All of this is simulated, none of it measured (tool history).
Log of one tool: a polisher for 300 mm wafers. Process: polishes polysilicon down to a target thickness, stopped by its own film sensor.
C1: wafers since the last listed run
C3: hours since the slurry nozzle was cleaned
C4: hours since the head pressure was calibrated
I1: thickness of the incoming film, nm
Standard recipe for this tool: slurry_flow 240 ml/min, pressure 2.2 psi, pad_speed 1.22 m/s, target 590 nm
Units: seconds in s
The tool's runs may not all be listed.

{"run": 1, "hour": 0.0, "slurry_flow": 240, "pressure": 2.2, "pad_speed": 0.92, "target": 590, "C1": 0, "wafers polished on this pad": 3038, "C3": 36.2, "C4": 22.4, "I1": 1313.3, "seconds": 152.7}
{"hour": 13.5, "done": "worn pad replaced by a new one"}
{"run": 2, "hour": 47.9, "slurry_flow": 240, "pressure": 2.2, "pad_speed": 0.92, "target": 590, "C1": 370, "wafers polished on this pad": 290, "C3": 84.1, "C4": 70.3, "I1": 1287.2, "seconds": 130.2}
{"run": 3, "hour": 72.7, "slurry_flow": 240, "pressure": 2.2, "pad_speed": 1.22, "target": 713, "C1": 209, "wafers polished on this pad": 499, "C3": 108.9, "C4": 95.1, "I1": 1294.1, "seconds": 82.2}
{"run": 4, "hour": 109.0, "slurry_flow": 240, "pressure": 2.2, "pad_speed": 1.22, "target": 713, "C1": 306, "wafers polished on this pad": 806, "C3": 145.2, "C4": 131.4, "I1": 1310.2, "seconds": 83.4}
{"run": 5, "hour": 168.0, "slurry_flow": 240, "pressure": 2.2, "pad_speed": 1.22, "target": 713, "C1": 498, "wafers polished on this pad": 1304, "C3": 204.2, "C4": 190.4, "I1": 1320.4, "seconds": 88.5}
{"run": 6, "hour": 237.2, "slurry_flow": 240, "pressure": 2.2, "pad_speed": 1.3, "target": 408, "C1": 584, "wafers polished on this pad": 1888, "C3": 273.4, "C4": 259.6, "I1": 1301.6, "seconds": 125.4}
{"run": 7, "hour": 298.0, "slurry_flow": 240, "pressure": 2.2, "pad_speed": 1.3, "target": 408, "C1": 513, "wafers polished on this pad": 2401, "C3": 334.2, "C4": 320.4, "I1": 1327.4, "seconds": 131.6}
{"hour": 315.0, "done": "worn pad replaced by a new one"}
{"run": 8, "hour": 330.9, "slurry_flow": 240, "pressure": 2.2, "pad_speed": 1.22, "target": 590, "C1": 244, "wafers polished on this pad": 134, "C3": 367.1, "C4": 353.3, "I1": 1325.1, "seconds": 103.2}
{"run": 9, "hour": 362.9, "slurry_flow": 240, "pressure": 2.2, "pad_speed": 1.22, "target": 590, "C1": 270, "wafers polished on this pad": 404, "C3": 399.1, "C4": 385.3, "I1": 1301.6, "seconds": 99.8}
{"run": 10, "hour": 388.8, "slurry_flow": 240, "pressure": 2.2, "pad_speed": 1.22, "target": 590, "C1": 218, "wafers polished on this pad": 623, "C3": 425, "C4": 411.2, "I1": 1302.2, "seconds": 101.8}
{"run": 11, "hour": 412.8, "slurry_flow": 240, "pressure": 2.2, "pad_speed": 1.4, "target": 590, "C1": 202, "wafers polished on this pad": 825, "C3": 449, "C4": 435.2, "I1": 1320.8, "seconds": 91.4}
{"run": 12, "hour": 446.9, "slurry_flow": 240, "pressure": 2.2, "pad_speed": 1.4, "target": 590, "C1": 287, "wafers polished on this pad": 1113, "C3": 483.1, "C4": 469.3, "I1": 1294.6, "seconds": 88.9}
{"hour": 461.8, "done": "slurry nozzle cleaned"}
{"run": 13, "hour": 485.8, "slurry_flow": 240, "pressure": 2.8, "pad_speed": 1.22, "target": 760, "C1": 320, "wafers polished on this pad": 1433, "C3": 24, "C4": 508.2, "I1": 1310.4, "seconds": 61.8}
{"run": 14, "hour": 522.9, "slurry_flow": 240, "pressure": 2.8, "pad_speed": 1.22, "target": 760, "C1": 313, "wafers polished on this pad": 1746, "C3": 61.1, "C4": 545.3, "I1": 1296.7, "seconds": 62.2}
{"run": 15, "hour": 574.3, "slurry_flow": 240, "pressure": 2.2, "pad_speed": 1.22, "target": 590, "C1": 433, "wafers polished on this pad": 2180, "C3": 112.5, "C4": 596.7, "I1": 1318.1, "seconds": 107.9}
{"hour": 599.9, "done": "worn pad replaced by a new one"}
{"hour": 600.4, "done": "head pressure recalibrated"}
{"run": 16, "hour": 608.1, "slurry_flow": 240, "pressure": 2.2, "pad_speed": 0.98, "target": 590, "C1": 247, "wafers polished on this pad": 65, "C3": 146.3, "C4": 7.7, "I1": 1325.1, "seconds": 127.3}
{"run": 17, "hour": 667.1, "slurry_flow": 240, "pressure": 2.2, "pad_speed": 1.22, "target": 590, "C1": 498, "wafers polished on this pad": 563, "C3": 205.3, "C4": 66.7, "I1": 1291.9, "seconds": 96.1}
{"run": 18, "hour": 729.8, "slurry_flow": 240, "pressure": 2.2, "pad_speed": 1.22, "target": 590, "C1": 529, "wafers polished on this pad": 1092, "C3": 268, "C4": 129.4, "I1": 1311.1, "seconds": 104.4}
{"run": 19, "hour": 788.9, "slurry_flow": 275, "pressure": 2.2, "pad_speed": 0.92, "target": 590, "C1": 499, "wafers polished on this pad": 1591, "C3": 327.1, "C4": 188.5, "I1": 1321.2, "seconds": 137.7}
{"run": 20, "hour": 831.2, "slurry_flow": 240, "pressure": 2.6, "pad_speed": 1.1, "target": 772, "C1": 357, "wafers polished on this pad": 1948, "C3": 369.4, "C4": 230.8, "I1": 1295.4, "seconds": 73.1}
{"run": 21, "hour": 876.4, "slurry_flow": 240, "pressure": 1.7, "pad_speed": 1.06, "target": 590, "C1": 381, "wafers polished on this pad": 2330, "C3": 414.6, "C4": 276, "I1": 1318.4, "seconds": 162.3}
{"hour": 891.4, "done": "worn pad replaced by a new one"}
{"run": 22, "hour": 925.8, "slurry_flow": 240, "pressure": 2, "pad_speed": 1.22, "target": 590, "C1": 383, "wafers polished on this pad": 290, "C3": 464, "C4": 325.4, "I1": 1326.1, "seconds": 113.7}
{"hour": 957.4, "done": "slurry nozzle cleaned"}
{"run": 23, "hour": 962.3, "slurry_flow": 240, "pressure": 2.2, "pad_speed": 1.22, "target": 590, "C1": 299, "wafers polished on this pad": 590, "C3": 4.9, "C4": 361.9, "I1": 1308.7, "seconds": 102.8}
{"run": 24, "hour": 1033.7, "slurry_flow": 240, "pressure": 1.7, "pad_speed": 1.22, "target": 499, "C1": 602, "wafers polished on this pad": 1193, "C3": 76.3, "C4": 433.3, "I1": 1306.7, "seconds": 151.6}
{"run": 25, "hour": 1068.6, "slurry_flow": 305, "pressure": 2.5, "pad_speed": 0.96, "target": 590, "C1": 294, "wafers polished on this pad": 1488, "C3": 111.2, "C4": 468.2, "I1": 1284.5, "seconds": 109.4}
{"run": 26, "hour": 1116.5, "slurry_flow": 240, "pressure": 2.2, "pad_speed": 1.22, "target": 590, "C1": 404, "wafers polished on this pad": 1892, "C3": 159.1, "C4": 516.1, "I1": 1340.4, "seconds": 112.4}
{"run": 27, "hour": 1176.9, "slurry_flow": 240, "pressure": 2.5, "pad_speed": 1.02, "target": 590, "C1": 509, "wafers polished on this pad": 2402, "C3": 219.5, "C4": 576.5, "I1": 1315.5, "seconds": 117.7}
{"run": 28, "hour": 1211.8, "slurry_flow": 240, "pressure": 2.8, "pad_speed": 1.22, "target": 590, "C1": 294, "wafers polished on this pad": 2697, "C3": 254.4, "C4": 611.4, "I1": 1312.5, "seconds": 86.7}
{"hour": 1224.7, "done": "worn pad replaced by a new one"}
{"hour": 1229.7, "done": "head pressure recalibrated"}
{"run": 29, "hour": 1256.4, "slurry_flow": 240, "pressure": 1.9, "pad_speed": 1.4, "target": 342, "C1": 325, "wafers polished on this pad": 250, "C3": 299, "C4": 26.7, "I1": 1322.4, "seconds": 137.8}
{"run": 30, "hour": 1294.6, "slurry_flow": 290, "pressure": 2.2, "pad_speed": 1.22, "target": 590, "C1": 322, "wafers polished on this pad": 573, "C3": 337.2, "C4": 64.9, "I1": 1318.1, "seconds": 101.5}
{"run": 31, "hour": 1364.3, "slurry_flow": 240, "pressure": 2.8, "pad_speed": 1.22, "target": 760, "C1": 588, "wafers polished on this pad": 1161, "C3": 406.9, "C4": 134.6, "I1": 1297.2, "seconds": 62.7}
{"run": 32, "hour": 1406.1, "slurry_flow": 240, "pressure": 2.2, "pad_speed": 1.56, "target": 590, "C1": 352, "wafers polished on this pad": 1514, "C3": 448.7, "C4": 176.4, "I1": 1324.1, "seconds": 86.3}
{"run": 33, "hour": 1458.8, "slurry_flow": 285, "pressure": 2.2, "pad_speed": 1.22, "target": 590, "C1": 444, "wafers polished on this pad": 1959, "C3": 501.4, "C4": 229.1, "I1": 1303, "seconds": 106.2}
{"run": 34, "hour": 1489.4, "slurry_flow": 240, "pressure": 2.2, "pad_speed": 1.22, "target": 590, "C1": 258, "wafers polished on this pad": 2217, "C3": 532, "C4": 259.7, "I1": 1332.2, "seconds": 107.9}
{"hour": 1505.6, "done": "worn pad replaced by a new one"}
{"run": 35, "hour": 1515.7, "slurry_flow": 290, "pressure": 2.2, "pad_speed": 1.22, "target": 590, "C1": 188, "wafers polished on this pad": 85, "C3": 558.3, "C4": 286, "I1": 1308.2, "seconds": 99.6}
{"hour": 1551.4, "done": "slurry nozzle cleaned"}
{"run": 36, "hour": 1570.4, "slurry_flow": 240, "pressure": 2.2, "pad_speed": 1.22, "target": 590, "C1": 453, "wafers polished on this pad": 538, "C3": 19, "C4": 340.7, "I1": 1327.8, "seconds": 105.8}
{"run": 37, "hour": 1641.0, "slurry_flow": 240, "pressure": 2.7, "pad_speed": 1.6, "target": 590, "C1": 596, "wafers polished on this pad": 1135, "C3": 89.6, "C4": 411.3, "I1": 1312.4, "seconds": 65.2}

What was the tool's hidden state at every run in the log?
slurry flow missing at the pad, %: 0 at every run
deviation of the head's pressure from its setpoint, %: 0 at every run
H1: removal rate lost through wear of the pad, %
run=1 H1=10.7
run=2 H1=1.79
run=3 H1=2.42
run=4 H1=3.34
run=5 H1=4.84
run=6 H1=6.6
run=7 H1=8.15
run=8 H1=0.475
run=9 H1=1.29
run=10 H1=1.95
run=11 H1=2.56
run=12 H1=3.42
run=13 H1=4.41
run=14 H1=5.36
run=15 H1=6.66
run=16 H1=0.244
run=17 H1=1.74
run=18 H1=3.34
run=19 H1=4.84
run=20 H1=5.92
run=21 H1=7.07
run=22 H1=2.11
run=23 H1=3.04
run=24 H1=4.85
run=25 H1=5.74
run=26 H1=6.96
run=27 H1=8.49
run=28 H1=9.38
run=29 H1=1.37
run=30 H1=2.34
run=31 H1=4.12
run=32 H1=5.18
run=33 H1=6.52
run=34 H1=7.3
run=35 H1=0.678
run=36 H1=2.07
run=37 H1=3.86
